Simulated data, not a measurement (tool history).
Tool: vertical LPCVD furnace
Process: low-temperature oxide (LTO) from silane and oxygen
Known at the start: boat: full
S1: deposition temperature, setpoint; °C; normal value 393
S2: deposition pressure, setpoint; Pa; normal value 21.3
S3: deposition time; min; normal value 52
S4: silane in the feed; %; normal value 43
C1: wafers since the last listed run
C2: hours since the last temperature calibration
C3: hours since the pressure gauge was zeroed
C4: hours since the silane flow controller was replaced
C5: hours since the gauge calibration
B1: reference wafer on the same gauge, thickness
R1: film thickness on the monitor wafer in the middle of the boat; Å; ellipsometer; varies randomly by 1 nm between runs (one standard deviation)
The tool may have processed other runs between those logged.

| run | hour | S1 | S2 | S3 | S4 | C1 | C2 | C3 | C4 | C5 | B1 | R1 |
|---|---|---|---|---|---|---|---|---|---|---|---|---|
| 1 | 0 | 393 | 21.3 | 52 | 43 | 0 | 2975.2 | 2730.8 | 1468 | 474.1 | 344.97 | 3370.2 |
| 2 | 105.5 | 393 | 21.3 | 52 | 43 | 948 | 3080.7 | 2836.3 | 1573.5 | 579.6 | 345.06 | 3360.1 |
| 3 | 166.4 | 393 | 21.3 | 45.5 | 43 | 547 | 3141.6 | 2897.2 | 1634.4 | 640.5 | 344.8 | 2950 |
| 4 | 253.9 | 393 | 21.3 | 45.5 | 43 | 786 | 3229.1 | 2984.7 | 1721.9 | 728 | 344.86 | 2954.7 |
| 5 | 342.4 | 393 | 21.3 | 45.5 | 43 | 795 | 3317.6 | 3073.2 | 1810.4 | 816.5 | 345.19 | 2943.8 |
| 6 | 428.6 | 393 | 21.3 | 52 | 43 | 775 | 3403.8 | 3159.4 | 1896.6 | 902.7 | 345.11 | 3339.8 |
| 7 | 470.1 | 393 | 21.3 | 52 | 43 | 373 | 3445.3 | 3200.9 | 1938.1 | 944.2 | 344.89 | 3357.6 |
| 8 | 533.5 | 393 | 21.3 | 52 | 43 | 570 | 3508.7 | 3264.3 | 2001.5 | 1007.6 | 344.55 | 3344.9 |
| 9 | 607.3 | 393 | 21.3 | 52 | 43 | 663 | 3582.5 | 3338.1 | 2075.3 | 1081.4 | 344.93 | 3344.4 |
| 10 | 712.2 | 393 | 21.3 | 52 | 43 | 943 | 3687.4 | 3443 | 2180.2 | 1186.3 | 345.18 | 3341.6 |
| 11 | 799.7 | 393 | 21.3 | 52 | 43 | 786 | 3774.9 | 3530.5 | 2267.7 | 1273.8 | 344.83 | 3323.4 |
| 12 | 941.6 | 393 | 21.3 | 52 | 43 | 1276 | 3916.8 | 3672.4 | 2409.6 | 1415.7 | 345.07 | 3340.9 |
| 13 | 1027.7 | 393 | 21.3 | 52 | 43 | 774 | 4002.9 | 3758.5 | 2495.7 | 1501.8 | 345.01 | 3317 |
|  | 1068.1 | thermocouples replaced and temperature profile calibrated |
| 14 | 1131.6 | 393 | 21.3 | 64.5 | 43 | 718 | 63.5 | 3862.4 | 2599.6 | 1605.7 | 344.99 | 4100.5 |
| 15 | 1222.7 | 393 | 21.3 | 52 | 43 | 819 | 154.6 | 3953.5 | 2690.7 | 1696.8 | 344.84 | 3311.1 |
| 16 | 1285.7 | 390 | 26.7 | 52 | 43 | 566 | 217.6 | 4016.5 | 2753.7 | 1759.8 | 344.97 | 4001.3 |
| 17 | 1343.5 | 399 | 18.7 | 44 | 48 | 519 | 275.4 | 4074.3 | 2811.5 | 1817.6 | 345.41 | 2950.6 |
| 18 | 1411.6 | 385 | 21.3 | 52 | 43 | 612 | 343.5 | 4142.4 | 2879.6 | 1885.7 | 344.93 | 3018.5 |
| 19 | 1457.8 | 384 | 21.3 | 52 | 43 | 415 | 389.7 | 4188.6 | 2925.8 | 1931.9 | 344.74 | 2982.6 |
|  | 1526.6 | silane flow controller replaced |
| 20 | 1551.5 | 393 | 24 | 52 | 43 | 626 | 483.4 | 4282.3 | 24.9 | 2025.6 | 345.08 | 3866.7 |
|  | 1702.2 | gauge calibrated |
| 21 | 1744.1 | 405 | 18 | 67 | 43 | 1731 | 676 | 4474.9 | 217.5 | 41.9 | 344.74 | 4183.3 |
| 22 | 1783.9 | 393 | 26.7 | 52 | 37 | 357 | 715.8 | 4514.7 | 257.3 | 81.7 | 344.99 | 3549 |
|  | 1986.6 | pressure gauge zeroed |
| 23 | 2095.5 | 393 | 24 | 52 | 40 | 2586 | 1027.4 | 108.9 | 568.9 | 393.3 | 344.83 | 3580.3 |
| 24 | 2158 | 385 | 21.3 | 41.5 | 35 | 562 | 1089.9 | 171.4 | 631.4 | 455.8 | 344.88 | 1933.7 |
| 25 | 2265.2 | 393 | 21.3 | 52 | 43 | 963 | 1197.1 | 278.6 | 738.6 | 563 | 344.88 | 3467 |
| 26 | 2326.8 | 397 | 21.3 | 52 | 39 | 553 | 1258.7 | 340.2 | 800.2 | 624.6 | 345.04 | 3231.7 |
| 27 | 2387.8 | 393 | 21.3 | 68.5 | 36 | 548 | 1319.7 | 401.2 | 861.2 | 685.6 | 344.9 | 3621.2 |
| 28 | 2481.3 | 400 | 20 | 52 | 43 | 840 | 1413.2 | 494.7 | 954.7 | 779.1 | 344.95 | 3494.9 |
| 29 | 2523.5 | 393 | 21.3 | 52 | 43 | 379 | 1455.4 | 536.9 | 996.9 | 821.3 | 345.18 | 3429.2 |
| 30 | 2628.7 | 393 | 21.3 | 52 | 43 | 945 | 1560.6 | 642.1 | 1102.1 | 926.5 | 345.36 | 3430.9 |

What was the tool's hidden state at every run in the log?
true tube temperature minus thermocouple reading, K: 0 across all the runs
gauge reads high (%): 0 across all the runs
H1: true pressure minus gauge reading, mTorr
H2: deviation of the silane flow from its setpoint, %
| run | H1 | H2 |
|---|---|---|
| 1 | -1.2 | -4.91 |
| 2 | -1.33 | -5.07 |
| 3 | -1.4 | -5.15 |
| 4 | -1.51 | -5.26 |
| 5 | -1.63 | -5.37 |
| 6 | -1.75 | -5.46 |
| 7 | -1.8 | -5.51 |
| 8 | -1.89 | -5.57 |
| 9 | -2 | -5.64 |
| 10 | -2.15 | -5.73 |
| 11 | -2.29 | -5.8 |
| 12 | -2.51 | -5.9 |
| 13 | -2.65 | -5.96 |
| 14 | -2.82 | -6.02 |
| 15 | -2.98 | -6.07 |
| 16 | -3.08 | -6.11 |
| 17 | -3.19 | -6.14 |
| 18 | -3.31 | -6.17 |
| 19 | -3.39 | -6.19 |
| 20 | -3.56 | -0.266 |
| 21 | -3.93 | -1.21 |
| 22 | -4.01 | -1.39 |
| 23 | 0.64 | -2.58 |
| 24 | 0.636 | -2.78 |
| 25 | 0.625 | -3.1 |
| 26 | 0.617 | -3.28 |
| 27 | 0.607 | -3.44 |
| 28 | 0.589 | -3.67 |
| 29 | 0.58 | -3.77 |
| 30 | 0.553 | -4 |

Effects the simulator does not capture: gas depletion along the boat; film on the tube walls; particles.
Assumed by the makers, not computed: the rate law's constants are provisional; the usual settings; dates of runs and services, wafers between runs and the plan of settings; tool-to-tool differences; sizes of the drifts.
